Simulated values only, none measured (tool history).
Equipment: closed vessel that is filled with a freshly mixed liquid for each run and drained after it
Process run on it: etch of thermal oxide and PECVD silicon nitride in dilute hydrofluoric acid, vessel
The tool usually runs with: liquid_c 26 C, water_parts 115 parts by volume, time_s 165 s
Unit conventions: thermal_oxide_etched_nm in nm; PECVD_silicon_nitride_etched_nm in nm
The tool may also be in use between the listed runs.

run,hour,liquid_c,water_parts,time_s,"read-back film thickness of the thermal oxide reference wafer, read on the same gauge (nm)","read-back film thickness of the PECVD silicon nitride reference wafer, read on the same gauge (nm)",thermal_oxide_etched_nm,PECVD_silicon_nitride_etched_nm
1,0,26,115,165,100.01,99.96,7.12,6.14
2,18.3,26,115,165,99.99,100.02,7.05,6.19
3,41.5,26,85,165,100,99.97,9.83,8.22
4,69.4,26,85,165,100.02,100.01,9.94,8.28
5,82,26,115,165,100.03,100.01,6.96,6.11
6,105.3,26,115,165,100.01,100.01,7.08,6.17
7,124.2,26,85,165,99.99,99.99,9.73,8.26
8,149.3,26,115,210,100.01,100.01,8.85,7.77
# hour 151.1: hydrofluoric acid flow meter replaced
9,176.8,24,70,165,99.98,99.98,11.2,8.72
# hour 178.8: thermometer replaced
10,206,23,115,165,100,100,6.75,5.88
11,225,26,115,165,99.99,100.04,7.6,7.13
12,243.7,30,140,80,99.98,100.03,3.39,3.62
13,271.1,21,115,250,99.99,99.99,9.43,7.72
14,297.5,27.5,165,225,99.99,99.98,7.15,7.44
15,311.1,26,115,165,99.96,100,7.53,7.06
16,333.9,30,115,165,99.96,99.98,8.84,9.04
# hour 350.5: gauge calibrated
17,363,24.5,60,235,99.97,99.97,20.72,17.42
18,380.5,26,115,165,99.98,100.02,7.62,6.99
19,415,26,85,165,100,100.01,10.43,9.45
20,439.4,27.5,130,210,99.98,100.03,8.84,8.69
21,462.1,28,115,95,99.99,100.05,4.63,4.54
22,487.1,28,85,85,99.97,100.01,5.97,5.5
23,511.4,29,65,195,100,100.02,19.01,17.41
24,532.3,26,115,165,100,100.01,7.42,6.87
25,545.9,29.5,65,70,100.01,100.02,6.87,6.43

How would selected steps in thermal_oxide_etched_nm from run to run divide? Give the signed amount a tool lacking its hidden state would still show from settings, what came in and random variation, and the signed amount left for the hidden state, including any gauge scatter that is not in both of the compared results.
Unlogged tool condition in this case: liquid colder than its thermometer reads (K); hydrofluoric acid flow below the setpoint (%); gauge reads high (%).
Run 8 -> 9: liquid_c 26 -> 24, water_parts 115 -> 70, time_s 210 -> 165, hydrofluoric acid flow meter replaced. thermal_oxide_etched_nm +2.35 nm: hidden state -0.32, all else +2.67.
Run 9 -> 10: liquid_c 24 -> 23, water_parts 70 -> 115, thermometer replaced. thermal_oxide_etched_nm -4.45 nm: hidden state +1.15, all else -5.6.
Run 17 -> 18: liquid_c 24.5 -> 26, water_parts 60 -> 115, time_s 235 -> 165. thermal_oxide_etched_nm -13.1 nm: hidden state +0.22, all else -13.32.
Run 22 -> 23: liquid_c 28 -> 29, water_parts 85 -> 65, time_s 85 -> 195. thermal_oxide_etched_nm +13.04 nm: hidden state -0.29, all else +13.33.
